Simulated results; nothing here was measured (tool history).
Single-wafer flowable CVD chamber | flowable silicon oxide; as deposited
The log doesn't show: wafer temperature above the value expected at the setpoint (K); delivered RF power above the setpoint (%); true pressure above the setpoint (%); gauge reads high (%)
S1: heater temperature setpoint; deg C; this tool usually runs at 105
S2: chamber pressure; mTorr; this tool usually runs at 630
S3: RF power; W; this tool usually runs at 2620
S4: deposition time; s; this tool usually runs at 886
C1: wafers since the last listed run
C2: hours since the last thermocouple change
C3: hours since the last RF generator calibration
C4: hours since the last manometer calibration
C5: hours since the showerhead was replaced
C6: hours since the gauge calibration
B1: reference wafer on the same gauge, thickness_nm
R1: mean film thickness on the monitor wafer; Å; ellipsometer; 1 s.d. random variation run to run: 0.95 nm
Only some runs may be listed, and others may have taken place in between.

{"run": 1, "hour": 0.0, "S1": 105, "S2": 556, "S3": 2620, "S4": 886, "C1": 0, "C2": 1555.1, "C3": 1327.7, "C4": 761.2, "C5": 2448.3, "C6": 1052.4, "B1": 251.193, "R1": 2768.1}
{"hour": 27.7, "done": "RF generator calibrated"}
{"run": 2, "hour": 39.6, "S1": 105, "S2": 556, "S3": 2620, "S4": 886, "C1": 60, "C2": 1594.7, "C3": 11.9, "C4": 800.8, "C5": 2487.9, "C6": 1092, "B1": 251.206, "R1": 2765.29}
{"run": 3, "hour": 103.0, "S1": 105, "S2": 556, "S3": 2620, "S4": 886, "C1": 121, "C2": 1658.1, "C3": 75.3, "C4": 864.2, "C5": 2551.3, "C6": 1155.4, "B1": 251.033, "R1": 2753.47}
{"run": 4, "hour": 148.1, "S1": 105, "S2": 630, "S3": 2620, "S4": 886, "C1": 86, "C2": 1703.2, "C3": 120.4, "C4": 909.3, "C5": 2596.4, "C6": 1200.5, "B1": 250.737, "R1": 3126.23}
{"run": 5, "hour": 229.5, "S1": 105, "S2": 630, "S3": 3000, "S4": 886, "C1": 156, "C2": 1784.6, "C3": 201.8, "C4": 990.7, "C5": 2677.8, "C6": 1281.9, "B1": 250.868, "R1": 3192.65}
{"run": 6, "hour": 315.2, "S1": 105, "S2": 630, "S3": 3000, "S4": 886, "C1": 164, "C2": 1870.3, "C3": 287.5, "C4": 1076.4, "C5": 2763.5, "C6": 1367.6, "B1": 250.796, "R1": 3192.42}
{"run": 7, "hour": 456.6, "S1": 105, "S2": 630, "S3": 3000, "S4": 886, "C1": 271, "C2": 2011.7, "C3": 428.9, "C4": 1217.8, "C5": 2904.9, "C6": 1509, "B1": 251.018, "R1": 3201.47}
{"run": 8, "hour": 561.1, "S1": 105, "S2": 630, "S3": 2620, "S4": 886, "C1": 200, "C2": 2116.2, "C3": 533.4, "C4": 1322.3, "C5": 3009.4, "C6": 1613.5, "B1": 250.803, "R1": 3155.95}
{"run": 9, "hour": 600.8, "S1": 105, "S2": 569, "S3": 2420, "S4": 886, "C1": 76, "C2": 2155.9, "C3": 573.1, "C4": 1362, "C5": 3049.1, "C6": 1653.2, "B1": 251.016, "R1": 2775.45}
{"hour": 690.9, "done": "gauge calibrated"}
{"run": 10, "hour": 720.6, "S1": 105, "S2": 569, "S3": 2420, "S4": 886, "C1": 230, "C2": 2275.7, "C3": 692.9, "C4": 1481.8, "C5": 3168.9, "C6": 29.7, "B1": 250.808, "R1": 2795.57}
{"run": 11, "hour": 925.9, "S1": 105, "S2": 569, "S3": 2420, "S4": 886, "C1": 394, "C2": 2481, "C3": 898.2, "C4": 1687.1, "C5": 3374.2, "C6": 235, "B1": 251.234, "R1": 2783.17}
{"run": 12, "hour": 1023.2, "S1": 105, "S2": 630, "S3": 2620, "S4": 886, "C1": 187, "C2": 2578.3, "C3": 995.5, "C4": 1784.4, "C5": 3471.5, "C6": 332.3, "B1": 250.894, "R1": 3165.73}
{"run": 13, "hour": 1092.2, "S1": 105, "S2": 630, "S3": 3000, "S4": 886, "C1": 132, "C2": 2647.3, "C3": 1064.5, "C4": 1853.4, "C5": 3540.5, "C6": 401.3, "B1": 251.178, "R1": 3211.65}
{"run": 14, "hour": 1135.1, "S1": 105, "S2": 490, "S3": 2620, "S4": 886, "C1": 82, "C2": 2690.2, "C3": 1107.4, "C4": 1896.3, "C5": 3583.4, "C6": 444.2, "B1": 251.014, "R1": 2473.92}
{"hour": 1186.9, "done": "showerhead replaced"}
{"run": 15, "hour": 1187.4, "S1": 112, "S2": 630, "S3": 2620, "S4": 886, "C1": 85, "C2": 2742.5, "C3": 1159.7, "C4": 1948.6, "C5": 0.5, "C6": 496.5, "B1": 250.764, "R1": 2577.93}
{"hour": 1219.2, "done": "capacitance manometer re-zeroed and calibrated"}
{"run": 16, "hour": 1249.9, "S1": 120, "S2": 538, "S3": 2620, "S4": 1041, "C1": 104, "C2": 2805, "C3": 1222.2, "C4": 30.7, "C5": 63, "C6": 559, "B1": 251.098, "R1": 2032.24}
{"hour": 1287.9, "done": "thermocouple changed; heater temperature recalibrated"}
{"run": 17, "hour": 1352.6, "S1": 105, "S2": 630, "S3": 2155, "S4": 886, "C1": 182, "C2": 64.7, "C3": 1324.9, "C4": 133.4, "C5": 165.7, "C6": 661.7, "B1": 251.025, "R1": 2941.98}
{"hour": 1399.2, "done": "RF generator calibrated"}
{"run": 18, "hour": 1459.1, "S1": 111, "S2": 630, "S3": 2390, "S4": 1057, "C1": 189, "C2": 171.2, "C3": 59.9, "C4": 239.9, "C5": 272.2, "C6": 768.2, "B1": 251.458, "R1": 3045.25}
{"run": 19, "hour": 1549.5, "S1": 105, "S2": 630, "S3": 2620, "S4": 886, "C1": 173, "C2": 261.6, "C3": 150.3, "C4": 330.3, "C5": 362.6, "C6": 858.6, "B1": 250.812, "R1": 3086.53}
{"run": 20, "hour": 1621.6, "S1": 105, "S2": 630, "S3": 2620, "S4": 886, "C1": 138, "C2": 333.7, "C3": 222.4, "C4": 402.4, "C5": 434.7, "C6": 930.7, "B1": 251.128, "R1": 3108.38}
{"run": 21, "hour": 1711.5, "S1": 105, "S2": 766, "S3": 2385, "S4": 886, "C1": 172, "C2": 423.6, "C3": 312.3, "C4": 492.3, "C5": 524.6, "C6": 1020.6, "B1": 250.791, "R1": 3719.28}
{"run": 22, "hour": 1819.0, "S1": 112, "S2": 630, "S3": 2620, "S4": 933, "C1": 206, "C2": 531.1, "C3": 419.8, "C4": 599.8, "C5": 632.1, "C6": 1128.1, "B1": 251.099, "R1": 2678.19}
{"run": 23, "hour": 1919.0, "S1": 100, "S2": 518, "S3": 2275, "S4": 727, "C1": 192, "C2": 631.1, "C3": 519.8, "C4": 699.8, "C5": 732.1, "C6": 1228.1, "B1": 251.076, "R1": 2366.1}

Forecast run 24:
{"run": 24, "hour": 1957.4, "S1": 105, "S2": 630, "S3": 2620, "S4": 886, "C1": 73, "C2": 669.5, "C3": 558.2, "C4": 738.2, "C5": 770.5, "C6": 1266.5, "B1": "?", "R1": "?"}

{"run 24": {"B1": 251.004, "R1": 3105.26}}
On a tool with no hidden condition, and with the same random variation, this run would have come out at R1 3087.92 Å.
